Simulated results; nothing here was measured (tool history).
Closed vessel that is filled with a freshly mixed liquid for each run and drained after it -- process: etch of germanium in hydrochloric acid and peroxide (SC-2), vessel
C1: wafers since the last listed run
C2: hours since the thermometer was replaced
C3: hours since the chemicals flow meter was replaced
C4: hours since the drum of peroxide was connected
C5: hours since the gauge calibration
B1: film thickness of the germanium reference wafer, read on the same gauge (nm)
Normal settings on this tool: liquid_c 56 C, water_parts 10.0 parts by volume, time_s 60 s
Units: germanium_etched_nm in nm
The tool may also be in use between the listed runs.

Run 1, hour 0.0: usual settings but water_parts 11.5 parts by volume; C1 0; C2 754.8; C3 16.6; C4 358.0; C5 475.1; B1 40.01. Result: germanium_etched_nm 159.37 nm.
Run 2, hour 45.5: usual settings but water_parts 11.5 parts by volume; C1 6264; C2 800.3; C3 62.1; C4 403.5; C5 520.6; B1 40.00. Result: germanium_etched_nm 160.11 nm.
Run 3, hour 102.6: usual settings; C1 7861; C2 857.4; C3 119.2; C4 460.6; C5 577.7; B1 39.99. Result: germanium_etched_nm 162.32 nm.
Run 4, hour 214.3: usual settings; C1 15378; C2 969.1; C3 230.9; C4 572.3; C5 689.4; B1 40.00. Result: germanium_etched_nm 161.82 nm.
At hour 275.0: new drum of peroxide connected.
Run 5, hour 282.4: usual settings; C1 9238; C2 1037.2; C3 299.0; C4 7.4; C5 757.5; B1 40.00. Result: germanium_etched_nm 164.16 nm.
At hour 304.0: thermometer replaced.
Run 6, hour 329.8: usual settings but liquid_c 58 C; C1 6388; C2 25.8; C3 346.4; C4 54.8; C5 804.9; B1 40.02. Result: germanium_etched_nm 173.88 nm.
Run 7, hour 373.3: usual settings; C1 5989; C2 69.3; C3 389.9; C4 98.3; C5 848.4; B1 40.00. Result: germanium_etched_nm 163.68 nm.
Run 8, hour 441.0: usual settings; C1 9320; C2 137.0; C3 457.6; C4 166.0; C5 916.1; B1 39.98. Result: germanium_etched_nm 163.97 nm.
Run 9, hour 510.5: usual settings; C1 9568; C2 206.5; C3 527.1; C4 235.5; C5 985.6; B1 39.98. Result: germanium_etched_nm 164.19 nm.
Run 10, hour 565.3: usual settings but liquid_c 54 C; C1 7544; C2 261.3; C3 581.9; C4 290.3; C5 1040.4; B1 39.99. Result: germanium_etched_nm 153.93 nm.
Run 11, hour 629.9: usual settings; C1 8894; C2 325.9; C3 646.5; C4 354.9; C5 1105.0; B1 39.99. Result: germanium_etched_nm 163.49 nm.
Run 12, hour 654.0: usual settings; C1 3318; C2 350.0; C3 670.6; C4 379.0; C5 1129.1; B1 40.01. Result: germanium_etched_nm 163.77 nm.
Run 13, hour 707.5: usual settings; C1 7365; C2 403.5; C3 724.1; C4 432.5; C5 1182.6; B1 40.02. Result: germanium_etched_nm 164.19 nm.
Run 14, hour 762.1: usual settings; C1 7517; C2 458.1; C3 778.7; C4 487.1; C5 1237.2; B1 39.99. Result: germanium_etched_nm 163.50 nm.
Run 15, hour 825.0: usual settings but liquid_c 59 C, time_s 35 s; C1 8659; C2 521.0; C3 841.6; C4 550.0; C5 1300.1; B1 39.99. Result: germanium_etched_nm 104.57 nm.
At hour 863.6: gauge calibrated.
Run 16, hour 878.3: usual settings; C1 7338; C2 574.3; C3 894.9; C4 603.3; C5 14.7; B1 39.98. Result: germanium_etched_nm 163.15 nm.
Run 17, hour 950.1: usual settings but liquid_c 63 C, water_parts 7.5 parts by volume; C1 9885; C2 646.1; C3 966.7; C4 675.1; C5 86.5; B1 39.99. Result: germanium_etched_nm 206.84 nm.

What does the tool deliver on the next run?
Run 18, hour 1008.7: usual settings but liquid_c 59 C, water_parts 6.5 parts by volume, time_s 40 s; C1 8067; C2 704.7; C3 1025.3; C4 733.7; C5 145.1; B1 ?. Result: germanium_etched_nm ?.

{"run 18": {"B1": 39.98, "germanium_etched_nm": 123.32}}
Without the tool's hidden state the same run would have given germanium_etched_nm 123.46 nm.

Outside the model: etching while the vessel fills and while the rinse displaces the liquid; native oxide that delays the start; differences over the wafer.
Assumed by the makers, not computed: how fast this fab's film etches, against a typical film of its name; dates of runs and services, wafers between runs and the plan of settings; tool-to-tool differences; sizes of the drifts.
